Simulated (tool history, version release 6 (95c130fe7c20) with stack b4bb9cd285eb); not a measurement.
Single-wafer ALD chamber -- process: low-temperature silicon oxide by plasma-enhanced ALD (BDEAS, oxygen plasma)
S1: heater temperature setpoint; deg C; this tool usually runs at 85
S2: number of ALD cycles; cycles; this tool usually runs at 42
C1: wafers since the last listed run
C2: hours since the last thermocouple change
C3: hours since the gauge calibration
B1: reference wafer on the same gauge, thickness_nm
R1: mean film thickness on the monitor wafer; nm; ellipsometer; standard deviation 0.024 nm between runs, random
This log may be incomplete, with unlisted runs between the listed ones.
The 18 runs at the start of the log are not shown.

run	hour	S1	S2	C1	C2	C3	B1	R1
19	501.5	85	42	175	161.2	44.9	5.173	6.020
20	531.0	92	46	214	190.7	74.4	5.187	6.393
21	552.7	77	50	157	212.4	96.1	5.216	7.310
22	570.3	75	37	127	230.0	113.7	5.199	5.418
23	596.4	85	42	189	256.1	139.8	5.222	6.001
24	615.7	76	35	140	275.4	159.1	5.235	5.123
25	628.8	85	42	95	288.5	172.2	5.232	6.024
26	647.2	80	42	133	306.9	190.6	5.241	6.129
27	677.7	99	42	221	337.4	221.1	5.242	5.783
28	703.5	95	42	187	363.2	246.9	5.254	5.889
29	718.7	99	36	110	378.4	262.1	5.269	4.947
30	738.4	85	40	143	398.1	281.8	5.276	5.763
31	751.4	85	42	94	411.1	294.8	5.263	6.062
32	784.7	85	42	242	444.4	328.1	5.283	6.042
33	812.1	81	40	199	471.8	355.5	5.279	5.913
34	825.8	81	37	99	485.5	369.2	5.288	5.405
35	847.1	77	37	154	506.8	390.5	5.283	5.499
36	874.9	78	38	202	534.6	418.3	5.286	5.632
37	910.0	93	34	255	569.7	453.4	5.286	4.787
38	927.3	96	42	125	587.0	470.7	5.290	5.908

Predict each of these 3 candidate next runs independently; none follows another, all start after run 38:
A	927.8	85	42	3	587.5	471.2	?	?
B	927.8	90	42	3	587.5	471.2	?	?
C	927.8	94	46	3	587.5	471.2	?	?

run	B1	R1
A	5.288	6.134
B	5.288	6.041
C	5.288	6.536
Take away the tool's hidden state, keep each run's random variation, and the runs would have read:
run	R1
A	5.954
B	5.864
C	6.344

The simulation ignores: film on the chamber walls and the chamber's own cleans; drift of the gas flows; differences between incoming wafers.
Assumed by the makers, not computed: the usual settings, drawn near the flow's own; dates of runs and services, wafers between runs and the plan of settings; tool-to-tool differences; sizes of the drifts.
